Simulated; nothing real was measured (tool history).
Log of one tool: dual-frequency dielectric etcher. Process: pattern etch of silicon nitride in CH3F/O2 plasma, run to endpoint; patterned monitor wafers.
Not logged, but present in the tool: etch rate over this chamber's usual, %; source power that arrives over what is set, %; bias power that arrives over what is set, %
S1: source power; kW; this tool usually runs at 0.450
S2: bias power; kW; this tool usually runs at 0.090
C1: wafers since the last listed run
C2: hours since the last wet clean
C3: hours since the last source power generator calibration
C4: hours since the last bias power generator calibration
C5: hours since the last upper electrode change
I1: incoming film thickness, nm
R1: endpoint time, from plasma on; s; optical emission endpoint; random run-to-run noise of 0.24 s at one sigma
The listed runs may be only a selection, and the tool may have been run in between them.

run	hour	S1	S2	C1	C2	C3	C4	C5	I1	R1
1	0.0	0.420	0.090	0	412.1	2574.9	951.0	4450.3	66.6	71.8
2	38.3	0.450	0.078	393	450.4	2613.2	989.3	4488.6	66.8	73.9
3	75.2	0.450	0.078	378	487.3	2650.1	1026.2	4525.5	66.7	73.9
4	177.1	0.420	0.082	1046	589.2	2752.0	1128.1	4627.4	65.5	72.4
5	253.5	0.450	0.090	784	665.6	2828.4	1204.5	4703.8	66.9	70.4
6	327.7	0.450	0.090	761	739.8	2902.6	1278.7	4778.0	66.6	70.1
# hour 377.2: wet clean of the chamber
7	420.0	0.450	0.090	701	42.8	2994.9	1371.0	4870.3	67.1	70.4
8	488.0	0.390	0.099	698	110.8	3062.9	1439.0	4938.3	66.1	70.6
9	592.8	0.390	0.099	1075	215.6	3167.7	1543.8	5043.1	67.1	71.3
10	698.8	0.450	0.090	1088	321.6	3273.7	1649.8	5149.1	66.0	69.6
11	776.2	0.450	0.090	794	399.0	3351.1	1727.2	5226.5	66.3	69.7
# hour 801.8: source power generator calibrated
12	852.8	0.450	0.090	745	475.6	51.0	1803.8	5303.1	66.3	69.8
13	929.6	0.410	0.105	788	552.4	127.8	1880.6	5379.9	67.3	69.1
14	995.7	0.370	0.073	678	618.5	193.9	1946.7	5446.0	66.9	80.3
# hour 1023.0: wet clean of the chamber
15	1032.5	0.420	0.090	131	9.5	230.7	1983.5	5482.8	67.3	72.5
# hour 1061.7: bias power generator calibrated
16	1094.8	0.450	0.090	598	71.8	293.0	33.1	5545.1	67.4	70.4
17	1191.7	0.510	0.090	994	168.7	389.9	130.0	5642.0	66.9	67.6
# hour 1226.3: upper electrode replaced
18	1294.0	0.380	0.090	803	271.0	492.2	232.3	67.7	66.0	73.1
19	1354.7	0.370	0.090	623	331.7	552.9	293.0	128.4	66.2	73.9
20	1439.3	0.450	0.090	868	416.3	637.5	377.6	213.0	67.0	70.7
21	1504.6	0.480	0.090	670	481.6	702.8	442.9	278.3	67.2	69.2
22	1605.9	0.450	0.090	1039	582.9	804.1	544.2	379.6	66.5	70.1
# hour 1632.6: wet clean of the chamber
23	1659.4	0.410	0.078	302	26.8	857.6	597.7	433.1	67.2	76.5
24	1698.0	0.500	0.109	396	65.4	896.2	636.3	471.7	66.9	63.5
25	1766.9	0.450	0.090	707	134.3	965.1	705.2	540.6	66.4	69.9
26	1865.4	0.450	0.090	1011	232.8	1063.6	803.7	639.1	66.4	69.8
27	1915.4	0.520	0.077	513	282.8	1113.6	853.7	689.1	66.7	70.6
28	2017.0	0.450	0.090	1042	384.4	1215.2	955.3	790.7	66.9	70.6
29	2053.2	0.400	0.106	371	420.6	1251.4	991.5	826.9	66.8	68.1
30	2095.8	0.450	0.102	437	463.2	1294.0	1034.1	869.5	66.3	66.6
31	2202.1	0.350	0.097	1091	569.5	1400.3	1140.4	975.8	66.6	73.5
32	2251.0	0.530	0.078	501	618.4	1449.2	1189.3	1024.7	67.0	69.9
# hour 2329.4: wet clean of the chamber
33	2329.9	0.530	0.090	563	0.5	1528.1	1268.2	1103.6	66.6	66.4
34	2391.2	0.540	0.090	629	61.8	1589.4	1329.5	1164.9	66.2	65.4
35	2441.8	0.450	0.069	519	112.4	1640.0	1380.1	1215.5	66.3	76.9

Entry by entry between the runs, the difference in hidden state between the last listed run before and the first listed run after:
From run 6 to run 7: wet clean of the chamber (hour 377.2)
  no difference in the tool's unlogged condition between these two runs
From run 11 to run 12: source power generator calibrated (hour 801.8)
  no difference in the tool's unlogged condition between these two runs
From run 14 to run 15: wet clean of the chamber (hour 1023.0)
  no difference in the tool's unlogged condition between these two runs
From run 15 to run 16: bias power generator calibrated (hour 1061.7)
  no difference in the tool's unlogged condition between these two runs
From run 17 to run 18: upper electrode replaced (hour 1226.3)
  no difference in the tool's unlogged condition between these two runs
From run 22 to run 23: wet clean of the chamber (hour 1632.6)
  no difference in the tool's unlogged condition between these two runs
From run 32 to run 33: wet clean of the chamber (hour 2329.4)
  no difference in the tool's unlogged condition between these two runs
